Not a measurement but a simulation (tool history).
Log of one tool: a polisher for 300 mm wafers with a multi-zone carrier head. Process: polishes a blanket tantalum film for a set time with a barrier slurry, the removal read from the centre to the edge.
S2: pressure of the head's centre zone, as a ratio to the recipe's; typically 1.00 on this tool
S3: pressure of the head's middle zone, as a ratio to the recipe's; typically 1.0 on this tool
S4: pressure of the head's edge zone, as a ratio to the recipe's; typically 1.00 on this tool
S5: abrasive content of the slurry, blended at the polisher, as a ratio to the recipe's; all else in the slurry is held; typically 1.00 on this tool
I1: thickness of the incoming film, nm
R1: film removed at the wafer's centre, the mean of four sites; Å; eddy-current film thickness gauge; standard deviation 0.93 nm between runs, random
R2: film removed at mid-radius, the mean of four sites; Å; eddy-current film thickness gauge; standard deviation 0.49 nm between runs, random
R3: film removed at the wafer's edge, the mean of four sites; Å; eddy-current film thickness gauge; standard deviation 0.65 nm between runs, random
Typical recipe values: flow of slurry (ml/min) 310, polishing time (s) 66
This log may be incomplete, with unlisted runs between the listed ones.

{"run": 1, "hour": 0.0, "flow of slurry (ml/min)": 310, "S2": 1.0, "S3": 1.0, "S4": 1.0, "S5": 1.0, "polishing time (s)": 73, "I1": 349.7, "R1": 636, "R2": 689, "R3": 688}
{"run": 2, "hour": 29.7, "flow of slurry (ml/min)": 310, "S2": 1.0, "S3": 1.0, "S4": 1.0, "S5": 1.0, "polishing time (s)": 73, "I1": 352.9, "R1": 655, "R2": 697, "R3": 678}
{"run": 3, "hour": 49.3, "flow of slurry (ml/min)": 310, "S2": 1.0, "S3": 1.0, "S4": 1.0, "S5": 1.0, "polishing time (s)": 73, "I1": 357.3, "R1": 643, "R2": 698, "R3": 688}
{"run": 4, "hour": 73.2, "flow of slurry (ml/min)": 310, "S2": 1.0, "S3": 1.0, "S4": 1.0, "S5": 1.0, "polishing time (s)": 66, "I1": 354.9, "R1": 570, "R2": 621, "R3": 616}
{"run": 5, "hour": 97.1, "flow of slurry (ml/min)": 310, "S2": 1.0, "S3": 1.0, "S4": 1.0, "S5": 1.0, "polishing time (s)": 66, "I1": 346.5, "R1": 586, "R2": 629, "R3": 630}
{"hour": 117.3, "done": "worn pad replaced by a new one"}
{"run": 6, "hour": 120.3, "flow of slurry (ml/min)": 310, "S2": 1.0, "S3": 1.0, "S4": 1.0, "S5": 1.0, "polishing time (s)": 66, "I1": 348.4, "R1": 586, "R2": 628, "R3": 626}
{"hour": 129.1, "done": "carrier head's membrane replaced by a new one, of another model than before"}
{"hour": 153.1, "done": "slurry nozzle cleaned"}
{"hour": 154.6, "done": "edge zone pressure recalibrated"}
{"run": 7, "hour": 155.6, "flow of slurry (ml/min)": 310, "S2": 1.0, "S3": 1.0, "S4": 1.0, "S5": 1.0, "polishing time (s)": 66, "I1": 355.1, "R1": 600, "R2": 625, "R3": 617}
{"run": 8, "hour": 172.6, "flow of slurry (ml/min)": 310, "S2": 1.0, "S3": 1.0, "S4": 1.0, "S5": 1.0, "polishing time (s)": 66, "I1": 354.3, "R1": 599, "R2": 625, "R3": 619}
{"hour": 213.2, "done": "centre zone pressure recalibrated"}
{"run": 9, "hour": 231.0, "flow of slurry (ml/min)": 280, "S2": 1.11, "S3": 1.0, "S4": 1.0, "S5": 1.15, "polishing time (s)": 45, "I1": 347.2, "R1": 468, "R2": 442, "R3": 436}
{"run": 10, "hour": 257.0, "flow of slurry (ml/min)": 310, "S2": 1.0, "S3": 1.0, "S4": 0.88, "S5": 1.0, "polishing time (s)": 66, "I1": 346.1, "R1": 615, "R2": 631, "R3": 573}
{"hour": 278.7, "done": "worn pad replaced by a new one"}
{"run": 11, "hour": 282.1, "flow of slurry (ml/min)": 310, "S2": 1.12, "S3": 0.9, "S4": 1.05, "S5": 1.2, "polishing time (s)": 66, "I1": 350.6, "R1": 717, "R2": 617, "R3": 683}
{"run": 12, "hour": 313.9, "flow of slurry (ml/min)": 415, "S2": 1.0, "S3": 1.0, "S4": 0.97, "S5": 1.0, "polishing time (s)": 55, "I1": 347.9, "R1": 537, "R2": 538, "R3": 521}

Run 13 is up next; what results do you expect?
{"run": 13, "hour": 339.8, "flow of slurry (ml/min)": 310, "S2": 1.0, "S3": 1.0, "S4": 1.0, "S5": 1.0, "polishing time (s)": 73, "I1": 351.0, "R1": "?", "R2": "?", "R3": "?"}

{"run 13": {"R1": 686, "R2": 688, "R3": 681}}
Without the tool's hidden state the same run would have given R1 702 Å, R2 687 Å, R3 681 Å.
